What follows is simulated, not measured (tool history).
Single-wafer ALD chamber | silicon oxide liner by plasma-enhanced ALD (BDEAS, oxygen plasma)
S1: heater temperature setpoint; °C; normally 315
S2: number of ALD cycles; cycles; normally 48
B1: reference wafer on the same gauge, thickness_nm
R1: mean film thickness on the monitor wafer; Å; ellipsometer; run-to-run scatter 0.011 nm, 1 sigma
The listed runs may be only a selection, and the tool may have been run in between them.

run 1 hour=0.0 | S1=315 S2=46 | B1=3.667 | R1=43.19
run 2 hour=71.0 | S1=315 S2=41 | B1=3.671 | R1=38.59
run 3 hour=138.6 | S1=315 S2=41 | B1=3.674 | R1=38.44
run 4 hour=331.2 | S1=315 S2=41 | B1=3.674 | R1=38.35
run 5 hour=416.8 | S1=315 S2=48 | B1=3.667 | R1=44.80
run 6 hour=467.1 | S1=315 S2=48 | B1=3.669 | R1=45.08
run 7 hour=511.9 | S1=315 S2=48 | B1=3.673 | R1=44.84
run 8 hour=652.3 | S1=315 S2=48 | B1=3.668 | R1=44.81
run 9 hour=700.6 | S1=315 S2=48 | B1=3.671 | R1=44.74
-- hour=871.9 thermocouple changed; heater temperature recalibrated
run 10 hour=874.0 | S1=305 S2=46 | B1=3.670 | R1=43.74
run 11 hour=928.4 | S1=305 S2=46 | B1=3.675 | R1=43.71
run 12 hour=995.2 | S1=305 S2=46 | B1=3.665 | R1=43.74
run 13 hour=1021.5 | S1=315 S2=48 | B1=3.673 | R1=45.07
run 14 hour=1092.7 | S1=315 S2=50 | B1=3.666 | R1=46.77
run 15 hour=1150.8 | S1=315 S2=50 | B1=3.668 | R1=46.70
run 16 hour=1210.2 | S1=315 S2=50 | B1=3.670 | R1=47.09
run 17 hour=1279.4 | S1=315 S2=48 | B1=3.670 | R1=44.97
run 18 hour=1328.8 | S1=324 S2=48 | B1=3.670 | R1=44.15
run 19 hour=1356.8 | S1=324 S2=48 | B1=3.667 | R1=44.40
run 20 hour=1387.7 | S1=324 S2=48 | B1=3.672 | R1=44.41
run 21 hour=1442.0 | S1=315 S2=48 | B1=3.671 | R1=45.04
run 22 hour=1507.3 | S1=315 S2=48 | B1=3.667 | R1=44.82
-- hour=1535.9 gauge calibrated
run 23 hour=1536.4 | S1=315 S2=57 | B1=3.671 | R1=53.30
run 24 hour=1595.9 | S1=310 S2=42 | B1=3.670 | R1=39.43
run 25 hour=1641.0 | S1=321 S2=54 | B1=3.670 | R1=49.97
run 26 hour=1696.7 | S1=328 S2=44 | B1=3.670 | R1=40.36
run 27 hour=1755.2 | S1=320 S2=55 | B1=3.671 | R1=50.95
run 28 hour=1824.8 | S1=303 S2=56 | B1=3.670 | R1=53.10
run 29 hour=1877.4 | S1=315 S2=48 | B1=3.667 | R1=44.75
run 30 hour=1925.2 | S1=322 S2=55 | B1=3.672 | R1=50.43
run 31 hour=1967.7 | S1=315 S2=41 | B1=3.670 | R1=38.13
run 32 hour=2010.9 | S1=308 S2=52 | B1=3.669 | R1=48.81
-- hour=2026.5 thermocouple changed; heater temperature recalibrated
run 33 hour=2065.8 | S1=315 S2=39 | B1=3.668 | R1=36.65
run 34 hour=2107.1 | S1=326 S2=48 | B1=3.672 | R1=44.28
run 35 hour=2176.1 | S1=324 S2=48 | B1=3.674 | R1=44.39
run 36 hour=2203.9 | S1=315 S2=48 | B1=3.673 | R1=44.92
run 37 hour=2254.2 | S1=315 S2=45 | B1=3.667 | R1=42.01
run 38 hour=2388.5 | S1=319 S2=41 | B1=3.670 | R1=38.24
run 39 hour=2450.1 | S1=327 S2=51 | B1=3.674 | R1=46.85
run 40 hour=2500.3 | S1=308 S2=48 | B1=3.668 | R1=45.27
run 41 hour=2555.0 | S1=324 S2=40 | B1=3.670 | R1=36.73
run 42 hour=2592.1 | S1=300 S2=48 | B1=3.667 | R1=45.77
run 43 hour=2657.4 | S1=315 S2=48 | B1=3.675 | R1=44.86
run 44 hour=2689.6 | S1=315 S2=48 | B1=3.671 | R1=44.73
run 45 hour=2736.0 | S1=330 S2=48 | B1=3.669 | R1=43.77

Consider 4 possible next runs. They are alternatives, not a sequence: every one starts from the tool as it was left by run 45. What does each give?
run A hour=2736.5 | S1=329 S2=48 | B1=? | R1=?
run B hour=2736.5 | S1=322 S2=48 | B1=? | R1=?
run C hour=2736.5 | S1=309 S2=43 | B1=? | R1=?
run D hour=2736.5 | S1=324 S2=39 | B1=? | R1=?

run=A B1=3.664 R1=43.88
run=B B1=3.664 R1=44.36
run=C B1=3.664 R1=40.54
run=D B1=3.664 R1=35.93
What these runs would have given with no unlogged condition in the tool:
run=A R1=44.11
run=B R1=44.59
run=C R1=40.75
run=D R1=36.12
